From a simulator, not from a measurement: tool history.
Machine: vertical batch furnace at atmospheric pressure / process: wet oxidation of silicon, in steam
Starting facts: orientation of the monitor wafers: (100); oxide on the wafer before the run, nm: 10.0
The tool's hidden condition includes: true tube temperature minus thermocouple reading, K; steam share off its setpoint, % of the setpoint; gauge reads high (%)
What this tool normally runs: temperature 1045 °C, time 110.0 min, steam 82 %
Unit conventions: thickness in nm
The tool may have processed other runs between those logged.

run   hour  temperature   time  steam  wafers since the last listed run  hours since the last temperature calibration  hours since the steam generator was serviced  hours since the gauge calibration  read-back reference wafer on the same gauge, thickness  thickness
  1    0.0         1045  130.0     82                                 0                                        1729.6                                         740.6                              624.6                                                  632.03     728.09
  2   32.5         1045  130.0     82                               385                                        1762.1                                         773.1                              657.1                                                  632.06     730.99
  3   50.4         1045  110.0     82                               212                                        1780.0                                         791.0                              675.0                                                  631.21     660.72
  4   70.6         1045  110.0     82                               239                                        1800.2                                         811.2                              695.2                                                  632.19     657.76
  5   90.2         1045  110.0     82                               232                                        1819.8                                         830.8                              714.8                                                  632.28     658.79
  6  103.1         1045  110.0     82                               153                                        1832.7                                         843.7                              727.7                                                  630.92     658.56
  7  120.7         1045  110.0     82                               208                                        1850.3                                         861.3                              745.3                                                  632.51     657.60
  8  133.5         1045  110.0     82                               151                                        1863.1                                         874.1                              758.1                                                  631.75     660.83
  9  168.6         1045  110.0     82                               416                                        1898.2                                         909.2                              793.2                                                  631.38     659.33
 10  181.8         1045  110.0     86                               156                                        1911.4                                         922.4                              806.4                                                  632.04     680.52
 11  199.7         1045  110.0     86                               212                                        1929.3                                         940.3                              824.3                                                  633.27     682.35
 12  216.9         1045  110.0     86                               204                                        1946.5                                         957.5                              841.5                                                  631.75     678.79
 13  242.1         1045  110.0     82                               299                                        1971.7                                         982.7                              866.7                                                  630.81     653.48
 14  268.3         1045  110.0     82                               311                                        1997.9                                        1008.9                              892.9                                                  632.20     657.16
 15  293.0         1045  110.0     82                               293                                        2022.6                                        1033.6                              917.6                                                  632.03     649.78
 16  343.8         1045  110.0     82                               603                                        2073.4                                        1084.4                              968.4                                                  632.26     652.66
 17  367.2         1045  110.0     74                               277                                        2096.8                                        1107.8                              991.8                                                  631.82     622.12
 18  401.6         1045  110.0     74                               408                                        2131.2                                        1142.2                             1026.2                                                  630.86     612.79
 19  427.6         1045  110.0     82                               308                                        2157.2                                        1168.2                             1052.2                                                  631.85     649.96
 20  454.0         1045  110.0     86                               313                                        2183.6                                        1194.6                             1078.6                                                  631.33     672.03
     454.1  -- gauge calibrated
 21  476.4         1063   61.0     93                               265                                        2206.0                                        1217.0                               22.3                                                  631.48     543.46
     509.1  -- thermocouples replaced and temperature profile calibrated
 22  509.6         1063   61.0     93                               109                                           0.5                                        1250.2                               55.5                                                  630.99     537.08
 23  533.0         1026  163.5     72                               277                                          23.9                                        1273.6                               78.9                                                  631.33     691.53
     588.6  -- steam generator serviced
 24  596.5         1045  110.0     94                               469                                          87.4                                           7.9                              142.4                                                  633.03     730.91
 25  619.8         1045  110.0     82                               276                                         110.7                                          31.2                              165.7                                                  630.91     679.20
 26  635.4         1045  110.0     82                               185                                         126.3                                          46.8                              181.3                                                  632.42     678.10
 27  652.3         1025  133.5     76                               200                                         143.2                                          63.7                              198.2                                                  631.37     663.31
 28  687.5         1069  110.0     75                               417                                         178.4                                          98.9                              233.4                                                  633.26     714.02
 29  708.5         1045  110.0     90                               249                                         199.4                                         119.9                              254.4                                                  633.44     715.79
 30  774.3         1045  110.0     82                               781                                         265.2                                         185.7                              320.2                                                  631.34     676.83
 31  799.7         1045  135.5     82                               301                                         290.6                                         211.1                              345.6                                                  632.05     759.92
 32  812.2         1045  136.5     77                               148                                         303.1                                         223.6                              358.1                                                  632.84     737.16
 33  825.4         1067   69.5     78                               156                                         316.3                                         236.8                              371.3                                                  631.94     560.38
 34  856.9         1045  110.0     92                               374                                         347.8                                         268.3                              402.8                                                  633.29     718.48
 35  884.1         1045  140.0     82                               322                                         375.0                                         295.5                              430.0                                                  632.26     777.97
 36  914.0         1058   95.0     73                               355                                         404.9                                         325.4                              459.9                                                  631.92     609.09
 37  940.0         1045  110.0     82                               308                                         430.9                                         351.4                              485.9                                                  632.55     677.46
 38  967.7         1045  110.0     82                               328                                         458.6                                         379.1                              513.6                                                  631.67     679.59
 39  993.0         1045  136.5     77                               300                                         483.9                                         404.4                              538.9                                                  632.63     731.46

3 ways to go on from here, each from the tool as it stands after run 39. What would each give?
  A  999.6         1045  110.0     82                                78                                         490.5                                         411.0                              545.5                                                       ?          ?
  B  999.6         1045   82.0     78                                78                                         490.5                                         411.0                              545.5                                                       ?          ?
  C  999.6         1028  161.5     75                                78                                         490.5                                         411.0                              545.5                                                       ?          ?

run  read-back reference wafer on the same gauge, thickness  thickness
  A                                                  631.02     672.47
  B                                                  631.02     547.90
  C                                                  631.02     736.78
Stripped of hidden state, with their random variation kept, the same runs would have yielded:
run  thickness
  A     685.48
  B     558.78
  C     751.16
